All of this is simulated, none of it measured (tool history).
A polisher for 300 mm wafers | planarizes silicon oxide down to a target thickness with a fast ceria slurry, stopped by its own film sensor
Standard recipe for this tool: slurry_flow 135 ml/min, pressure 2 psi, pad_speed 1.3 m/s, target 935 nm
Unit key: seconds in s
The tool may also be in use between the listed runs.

run,hour,slurry_flow,pressure,pad_speed,target,"incoming thickness of the incoming film, nm",seconds
1,0,135,2,1.3,935,2458.7,114.3
2,63.2,135,2,1.3,935,2502.6,117.8
3,143.1,135,1.5,1.3,935,2474.8,156.4
4,239.3,135,1.5,1.3,935,2417.3,146.8
5,302.9,135,2,1.3,935,2470.8,114.6
6,618.5,135,2,1.3,935,2434.5,113.3
7,674.1,135,2,1.3,935,2457.4,115.6
8,779,135,2,0.96,935,2451.8,148.7
9,906.6,135,2,1.3,935,2511.2,116.8
10,954.2,135,2,1.3,935,2465,114.9
11,1053.9,135,2,1.74,642,2495.9,103.9
12,1133.3,165,1.7,1.74,776,2475.4,110.5
13,1195.6,115,1.4,1.46,439,2460.3,200
14,1302.1,135,1.4,1.3,935,2507.9,170.8
15,1434.4,170,1.4,1.48,1147,2487.5,122.6
16,1527,175,2,1.52,1302,2450.2,72.2
17,1602,165,2,1.3,1079,2500.7,104.3
18,1696,115,1.4,1.46,439,2480,200
19,1778.3,135,2.4,1.72,935,2521.6,76.3
20,1815,115,1.4,1.46,439,2468.3,200.7

Removed from this log: 11 entries logged between the listed runs. Between which two listed runs does each belong, and how does the tool's hidden state at the listed run before it compare with that at the listed run after it?
After run 2, before run 3: worn pad replaced by a new one (hour 73.7)
  no difference in the tool's unlogged condition between these two runs
After run 3, before run 4: slurry nozzle cleaned (hour 160.1)
  no difference in the tool's unlogged condition between these two runs
After run 5, before run 6: worn pad replaced by a new one (hour 404.9); slurry nozzle cleaned (hour 528.8)
  no difference in the tool's unlogged condition between these two runs
After run 8, before run 9: worn pad replaced by a new one (hour 819.7); slurry nozzle cleaned (hour 859.6); head pressure recalibrated (hour 862.5)
  no difference in the tool's unlogged condition between these two runs
After run 13, before run 14: worn pad replaced by a new one (hour 1219.6); slurry nozzle cleaned (hour 1269.6)
  no difference in the tool's unlogged condition between these two runs
After run 16, before run 17: worn pad replaced by a new one (hour 1574); slurry nozzle cleaned (hour 1587)
  no difference in the tool's unlogged condition between these two runs
